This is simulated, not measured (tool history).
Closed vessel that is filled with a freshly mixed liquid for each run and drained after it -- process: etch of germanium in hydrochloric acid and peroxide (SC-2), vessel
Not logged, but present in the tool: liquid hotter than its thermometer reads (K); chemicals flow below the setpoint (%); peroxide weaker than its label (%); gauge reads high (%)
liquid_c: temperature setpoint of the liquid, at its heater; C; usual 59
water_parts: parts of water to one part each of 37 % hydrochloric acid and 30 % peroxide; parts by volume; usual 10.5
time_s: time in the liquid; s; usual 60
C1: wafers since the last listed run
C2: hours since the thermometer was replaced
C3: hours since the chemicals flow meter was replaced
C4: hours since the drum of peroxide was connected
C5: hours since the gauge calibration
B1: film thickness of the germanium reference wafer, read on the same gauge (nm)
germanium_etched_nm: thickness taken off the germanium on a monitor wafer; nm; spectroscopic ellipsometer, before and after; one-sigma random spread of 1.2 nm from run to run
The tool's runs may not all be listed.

{"run": 1, "hour": 0.0, "liquid_c": 59, "water_parts": 10.5, "time_s": 60, "C1": 0, "C2": 889.7, "C3": 287.8, "C4": 525.2, "C5": 259.5, "B1": 30.01, "germanium_etched_nm": 161.7}
{"run": 2, "hour": 36.8, "liquid_c": 51.5, "water_parts": 10.5, "time_s": 60, "C1": 4506, "C2": 926.5, "C3": 324.6, "C4": 562, "C5": 296.3, "B1": 29.99, "germanium_etched_nm": 131.26}
{"hour": 101.4, "done": "new drum of peroxide connected"}
{"run": 3, "hour": 129.0, "liquid_c": 59, "water_parts": 10.5, "time_s": 60, "C1": 11167, "C2": 1018.7, "C3": 416.8, "C4": 27.6, "C5": 388.5, "B1": 30.02, "germanium_etched_nm": 165.52}
{"run": 4, "hour": 212.0, "liquid_c": 59, "water_parts": 10.5, "time_s": 60, "C1": 10163, "C2": 1101.7, "C3": 499.8, "C4": 110.6, "C5": 471.5, "B1": 30.01, "germanium_etched_nm": 166.23}
{"hour": 244.8, "done": "gauge calibrated"}
{"run": 5, "hour": 309.5, "liquid_c": 63.5, "water_parts": 10.5, "time_s": 35, "C1": 11939, "C2": 1199.2, "C3": 597.3, "C4": 208.1, "C5": 64.7, "B1": 29.99, "germanium_etched_nm": 111.23}
{"run": 6, "hour": 412.1, "liquid_c": 63.5, "water_parts": 10.5, "time_s": 35, "C1": 12563, "C2": 1301.8, "C3": 699.9, "C4": 310.7, "C5": 167.3, "B1": 30, "germanium_etched_nm": 111.23}
{"run": 7, "hour": 510.2, "liquid_c": 63.5, "water_parts": 10.5, "time_s": 35, "C1": 12012, "C2": 1399.9, "C3": 798, "C4": 408.8, "C5": 265.4, "B1": 30, "germanium_etched_nm": 111.74}
{"run": 8, "hour": 556.7, "liquid_c": 54.5, "water_parts": 5.5, "time_s": 60, "C1": 5694, "C2": 1446.4, "C3": 844.5, "C4": 455.3, "C5": 311.9, "B1": 29.99, "germanium_etched_nm": 152.91}
{"hour": 612.4, "done": "chemicals flow meter replaced"}
{"run": 9, "hour": 619.3, "liquid_c": 66.5, "water_parts": 10.5, "time_s": 70, "C1": 7543, "C2": 1509, "C3": 6.9, "C4": 517.9, "C5": 374.5, "B1": 29.98, "germanium_etched_nm": 245.22}
{"hour": 631.1, "done": "thermometer replaced"}
{"run": 10, "hour": 666.0, "liquid_c": 62.5, "water_parts": 7, "time_s": 60, "C1": 5596, "C2": 34.9, "C3": 53.6, "C4": 564.6, "C5": 421.2, "B1": 30, "germanium_etched_nm": 180.79}
{"hour": 742.2, "done": "gauge calibrated"}
{"run": 11, "hour": 766.0, "liquid_c": 54, "water_parts": 12, "time_s": 45, "C1": 12245, "C2": 134.9, "C3": 153.6, "C4": 664.6, "C5": 23.8, "B1": 29.97, "germanium_etched_nm": 98.69}
{"run": 12, "hour": 807.0, "liquid_c": 59, "water_parts": 10.5, "time_s": 60, "C1": 5020, "C2": 175.9, "C3": 194.6, "C4": 705.6, "C5": 64.8, "B1": 30.01, "germanium_etched_nm": 156.97}
{"hour": 856.9, "done": "new drum of peroxide connected"}
{"run": 13, "hour": 901.6, "liquid_c": 54, "water_parts": 10.5, "time_s": 75, "C1": 11461, "C2": 270.5, "C3": 289.2, "C4": 44.7, "C5": 159.4, "B1": 29.99, "germanium_etched_nm": 169.87}
{"run": 14, "hour": 1008.8, "liquid_c": 62.5, "water_parts": 7, "time_s": 60, "C1": 13127, "C2": 377.7, "C3": 396.4, "C4": 151.9, "C5": 266.6, "B1": 30.01, "germanium_etched_nm": 182.19}
{"run": 15, "hour": 1110.8, "liquid_c": 54, "water_parts": 12, "time_s": 45, "C1": 12490, "C2": 479.7, "C3": 498.4, "C4": 253.9, "C5": 368.6, "B1": 29.99, "germanium_etched_nm": 101.62}

Hidden state or all else? Some run-to-run changes of germanium_etched_nm, split into what the settings, what came in and random variation would give without the hidden state, and what is left for the hidden state (with any gauge scatter that isn't in both results):
Run 8 -> 9: liquid_c 54.5 -> 66.5, water_parts 5.5 -> 10.5, time_s 60 -> 70, chemicals flow meter replaced. germanium_etched_nm +92.31 nm: hidden state +6.08, all else +86.23.
Run 9 -> 10: liquid_c 66.5 -> 62.5, water_parts 10.5 -> 7, time_s 70 -> 60, thermometer replaced. germanium_etched_nm -64.43 nm: hidden state -17.66, all else -46.77.
